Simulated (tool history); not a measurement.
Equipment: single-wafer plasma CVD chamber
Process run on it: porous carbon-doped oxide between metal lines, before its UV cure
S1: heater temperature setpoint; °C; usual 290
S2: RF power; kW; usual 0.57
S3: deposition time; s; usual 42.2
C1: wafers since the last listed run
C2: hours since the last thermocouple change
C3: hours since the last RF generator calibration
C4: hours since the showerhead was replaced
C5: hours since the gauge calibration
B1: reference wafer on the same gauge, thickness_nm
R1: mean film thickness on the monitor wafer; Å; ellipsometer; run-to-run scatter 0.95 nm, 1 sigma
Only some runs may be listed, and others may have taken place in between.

{"run": 1, "hour": 0.0, "S1": 295, "S2": 0.57, "S3": 42.2, "C1": 0, "C2": 1524.2, "C3": 490.2, "C4": 2462.6, "C5": 1101.7, "B1": 249.96, "R1": 2731.22}
{"run": 2, "hour": 91.9, "S1": 295, "S2": 0.57, "S3": 42.2, "C1": 2103, "C2": 1616.1, "C3": 582.1, "C4": 2554.5, "C5": 1193.6, "B1": 249.86, "R1": 2715.5}
{"hour": 214.4, "done": "gauge calibrated"}
{"run": 3, "hour": 386.6, "S1": 290, "S2": 0.57, "S3": 39.6, "C1": 6744, "C2": 1910.8, "C3": 876.8, "C4": 2849.2, "C5": 172.2, "B1": 250.133, "R1": 2605.95}
{"run": 4, "hour": 431.3, "S1": 290, "S2": 0.57, "S3": 39.6, "C1": 1022, "C2": 1955.5, "C3": 921.5, "C4": 2893.9, "C5": 216.9, "B1": 250.27, "R1": 2596.75}
{"run": 5, "hour": 537.6, "S1": 290, "S2": 0.57, "S3": 39.6, "C1": 2432, "C2": 2061.8, "C3": 1027.8, "C4": 3000.2, "C5": 323.2, "B1": 249.773, "R1": 2591.5}
{"run": 6, "hour": 608.9, "S1": 290, "S2": 0.57, "S3": 42.2, "C1": 1631, "C2": 2133.1, "C3": 1099.1, "C4": 3071.5, "C5": 394.5, "B1": 250.003, "R1": 2746.68}
{"run": 7, "hour": 700.8, "S1": 290, "S2": 0.655, "S3": 42.2, "C1": 2103, "C2": 2225, "C3": 1191, "C4": 3163.4, "C5": 486.4, "B1": 249.945, "R1": 2974.88}
{"run": 8, "hour": 746.9, "S1": 290, "S2": 0.655, "S3": 42.2, "C1": 1054, "C2": 2271.1, "C3": 1237.1, "C4": 3209.5, "C5": 532.5, "B1": 249.871, "R1": 2975.34}
{"hour": 792.1, "done": "RF generator calibrated"}
{"run": 9, "hour": 841.6, "S1": 290, "S2": 0.66, "S3": 42.2, "C1": 1984, "C2": 2365.8, "C3": 49.5, "C4": 3304.2, "C5": 627.2, "B1": 249.94, "R1": 3079.61}
{"run": 10, "hour": 937.6, "S1": 290, "S2": 0.57, "S3": 46.1, "C1": 2196, "C2": 2461.8, "C3": 145.5, "C4": 3400.2, "C5": 723.2, "B1": 249.889, "R1": 3095.35}
{"run": 11, "hour": 1011.1, "S1": 290, "S2": 0.57, "S3": 46.1, "C1": 1682, "C2": 2535.3, "C3": 219, "C4": 3473.7, "C5": 796.7, "B1": 250.127, "R1": 3076.64}
{"run": 12, "hour": 1060.8, "S1": 290, "S2": 0.635, "S3": 42.2, "C1": 1137, "C2": 2585, "C3": 268.7, "C4": 3523.4, "C5": 846.4, "B1": 250.009, "R1": 3015.06}
{"run": 13, "hour": 1153.3, "S1": 290, "S2": 0.635, "S3": 42.2, "C1": 2116, "C2": 2677.5, "C3": 361.2, "C4": 3615.9, "C5": 938.9, "B1": 249.787, "R1": 3007.75}
{"run": 14, "hour": 1237.9, "S1": 290, "S2": 0.635, "S3": 42.2, "C1": 1936, "C2": 2762.1, "C3": 445.8, "C4": 3700.5, "C5": 1023.5, "B1": 250.07, "R1": 2994.26}
{"run": 15, "hour": 1291.4, "S1": 290, "S2": 0.57, "S3": 42.2, "C1": 1224, "C2": 2815.6, "C3": 499.3, "C4": 3754, "C5": 1077, "B1": 249.849, "R1": 2799.81}
{"run": 16, "hour": 1328.8, "S1": 290, "S2": 0.49, "S3": 42.2, "C1": 855, "C2": 2853, "C3": 536.7, "C4": 3791.4, "C5": 1114.4, "B1": 250.179, "R1": 2567.73}
{"run": 17, "hour": 1420.8, "S1": 290, "S2": 0.57, "S3": 36.9, "C1": 2105, "C2": 2945, "C3": 628.7, "C4": 3883.4, "C5": 1206.4, "B1": 249.912, "R1": 2458.54}
{"run": 18, "hour": 1466.6, "S1": 282, "S2": 0.535, "S3": 33.9, "C1": 1048, "C2": 2990.8, "C3": 674.5, "C4": 3929.2, "C5": 1252.2, "B1": 250.189, "R1": 2271.26}
{"hour": 1500.7, "done": "showerhead replaced"}
{"run": 19, "hour": 1543.2, "S1": 290, "S2": 0.57, "S3": 42.2, "C1": 1569, "C2": 3067.4, "C3": 751.1, "C4": 42.5, "C5": 1328.8, "B1": 250.03, "R1": 2792.09}
{"hour": 1620.0, "done": "gauge calibrated"}
{"run": 20, "hour": 1650.2, "S1": 286, "S2": 0.535, "S3": 39, "C1": 2448, "C2": 3174.4, "C3": 858.1, "C4": 149.5, "C5": 30.2, "B1": 250.126, "R1": 2531.56}
{"hour": 1698.1, "done": "thermocouple changed; heater temperature recalibrated"}
{"run": 21, "hour": 1713.8, "S1": 279, "S2": 0.53, "S3": 42.2, "C1": 1272, "C2": 15.7, "C3": 921.7, "C4": 213.1, "C5": 93.8, "B1": 249.881, "R1": 2794.4}
{"run": 22, "hour": 1762.0, "S1": 297, "S2": 0.63, "S3": 48.1, "C1": 1103, "C2": 63.9, "C3": 969.9, "C4": 261.3, "C5": 142, "B1": 250.2, "R1": 3204.58}
{"run": 23, "hour": 1856.5, "S1": 290, "S2": 0.57, "S3": 34.7, "C1": 2162, "C2": 158.4, "C3": 1064.4, "C4": 355.8, "C5": 236.5, "B1": 250.009, "R1": 2270.13}
{"hour": 1874.6, "done": "RF generator calibrated"}
{"run": 24, "hour": 1892.8, "S1": 305, "S2": 0.57, "S3": 42.2, "C1": 647, "C2": 194.7, "C3": 18.2, "C4": 392.1, "C5": 272.8, "B1": 250.027, "R1": 2612.04}
{"run": 25, "hour": 1969.6, "S1": 299, "S2": 0.57, "S3": 42.2, "C1": 1757, "C2": 271.5, "C3": 95, "C4": 468.9, "C5": 349.6, "B1": 249.724, "R1": 2717.82}
{"run": 26, "hour": 2010.4, "S1": 295, "S2": 0.57, "S3": 38.6, "C1": 933, "C2": 312.3, "C3": 135.8, "C4": 509.7, "C5": 390.4, "B1": 249.78, "R1": 2525.9}
{"run": 27, "hour": 2061.8, "S1": 282, "S2": 0.475, "S3": 48.2, "C1": 1176, "C2": 363.7, "C3": 187.2, "C4": 561.1, "C5": 441.8, "B1": 249.882, "R1": 3010.72}
{"run": 28, "hour": 2331.0, "S1": 290, "S2": 0.655, "S3": 42.2, "C1": 6160, "C2": 632.9, "C3": 456.4, "C4": 830.3, "C5": 711, "B1": 249.926, "R1": 3044.33}
{"run": 29, "hour": 2408.3, "S1": 277, "S2": 0.57, "S3": 36.4, "C1": 1768, "C2": 710.2, "C3": 533.7, "C4": 907.6, "C5": 788.3, "B1": 249.912, "R1": 2610.24}

5 ways to go on from here, each from the tool as it stands after run 29. What would each give?
{"run": "A", "hour": 2408.7, "S1": 290, "S2": 0.57, "S3": 42.2, "C1": 9, "C2": 710.6, "C3": 534.1, "C4": 908, "C5": 788.7, "B1": "?", "R1": "?"}
{"run": "B", "hour": 2408.7, "S1": 284, "S2": 0.61, "S3": 39.3, "C1": 9, "C2": 710.6, "C3": 534.1, "C4": 908, "C5": 788.7, "B1": "?", "R1": "?"}
{"run": "C", "hour": 2408.7, "S1": 295, "S2": 0.67, "S3": 50.2, "C1": 9, "C2": 710.6, "C3": 534.1, "C4": 908, "C5": 788.7, "B1": "?", "R1": "?"}
{"run": "D", "hour": 2408.7, "S1": 290, "S2": 0.57, "S3": 50.6, "C1": 9, "C2": 710.6, "C3": 534.1, "C4": 908, "C5": 788.7, "B1": "?", "R1": "?"}
{"run": "E", "hour": 2408.7, "S1": 304, "S2": 0.53, "S3": 47.1, "C1": 9, "C2": 710.6, "C3": 534.1, "C4": 908, "C5": 788.7, "B1": "?", "R1": "?"}

run=A B1=250.088 R1=2795.32
run=B B1=250.088 R1=2804.51
run=C B1=250.088 R1=3553.45
run=D B1=250.088 R1=3338.33
run=E B1=250.088 R1=2773.82
Stripped of hidden state, with their random variation kept, the same runs would have yielded:
run=A R1=2824.24
run=B R1=2833.53
run=C R1=3589.64
run=D R1=3372.88
run=E R1=2803.13
